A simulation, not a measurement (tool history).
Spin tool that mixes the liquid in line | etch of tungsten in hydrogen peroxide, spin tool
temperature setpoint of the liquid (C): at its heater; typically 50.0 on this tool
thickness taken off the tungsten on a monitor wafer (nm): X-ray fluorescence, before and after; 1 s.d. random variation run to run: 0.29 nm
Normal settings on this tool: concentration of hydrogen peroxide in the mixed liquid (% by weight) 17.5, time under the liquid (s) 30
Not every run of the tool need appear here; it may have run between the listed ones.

run,day,temperature setpoint of the liquid (C),concentration of hydrogen peroxide in the mixed liquid (% by weight),time under the liquid (s),wafers since the last listed run,hours since the thermometer was replaced,hours since the peroxide flow meter was replaced,hours since the heated supply line was repaired,hours since the drum of peroxide was connected,hours since the gauge calibration,"read-back film thickness of the tungsten reference wafer, read on the same gauge (nm)",thickness taken off the tungsten on a monitor wafer (nm)
1,0.000,50.0,17.5,30,0,245.3,278.0,585.4,346.0,177.8,80.00,82.00
2,1.888,50.0,17.5,30,435,290.6,323.3,630.7,391.3,223.1,79.98,82.59
3,6.367,50.0,17.5,30,1034,398.1,430.8,738.2,498.8,330.6,79.99,82.25
4,10.129,50.0,17.5,30,868,488.4,521.1,828.5,589.1,420.9,80.03,82.72
5,11.879,50.0,17.5,30,403,530.4,563.1,870.5,631.1,462.9,80.00,82.38
6,15.017,50.0,17.5,30,724,605.7,638.4,945.8,706.4,538.2,79.99,83.55
# day 16.829: thermometer replaced
# day 17.400: heated supply line repaired
7,19.100,50.0,17.5,30,923,54.5,736.4,40.8,804.4,636.2,79.98,83.45
# day 26.900: peroxide flow meter replaced
8,30.658,50.0,17.5,30,2658,331.9,90.2,318.2,1081.8,913.6,80.00,81.52
9,34.975,54.5,17.5,50,996,435.5,193.8,421.8,1185.4,1017.2,79.99,177.89
# day 36.908: new drum of peroxide connected
10,37.083,53.0,17.5,30,477,486.1,244.4,472.4,4.2,1067.8,80.00,98.58
# day 37.288: gauge calibrated
11,39.038,50.0,17.5,30,451,533.0,291.3,519.3,51.1,42.0,80.00,81.90
# day 39.783: thermometer replaced
12,43.112,50.0,17.5,30,931,79.9,389.1,617.1,148.9,139.8,80.00,82.66
13,45.029,54.0,15.0,15,442,125.9,435.1,663.1,194.9,185.8,79.98,48.62
14,49.158,40.5,17.5,45,953,225.0,534.2,762.2,294.0,284.9,80.02,68.52
15,50.779,50.0,17.5,30,374,263.9,573.1,801.1,332.9,323.8,79.99,83.42
16,54.071,54.5,21.5,35,759,342.9,652.1,880.1,411.9,402.8,80.00,141.55

Below, some changes in thickness taken off the tungsten on a monitor wafer (nm) between adjacent runs. For each, the amount present without the hidden state too (settings, incoming material, random variation) and the amount remaining for the hidden state with gauge scatter not shared by both compared results:
The tool's hidden condition here consists of: liquid hotter than its thermometer reads (K); peroxide flow above the setpoint (%); temperature lost on the way to the wafer (K); peroxide weaker than its label (%); gauge reads high (%).
Run 7 -> 8: peroxide flow meter replaced. thickness taken off the tungsten on a monitor wafer (nm) -1.93: hidden state -1.68, all else -0.25.
Run 8 -> 9: temperature setpoint of the liquid (C) 50.0 -> 54.5, time under the liquid (s) 30 -> 50. thickness taken off the tungsten on a monitor wafer (nm) +96.37: hidden state +1.13, all else +95.24.
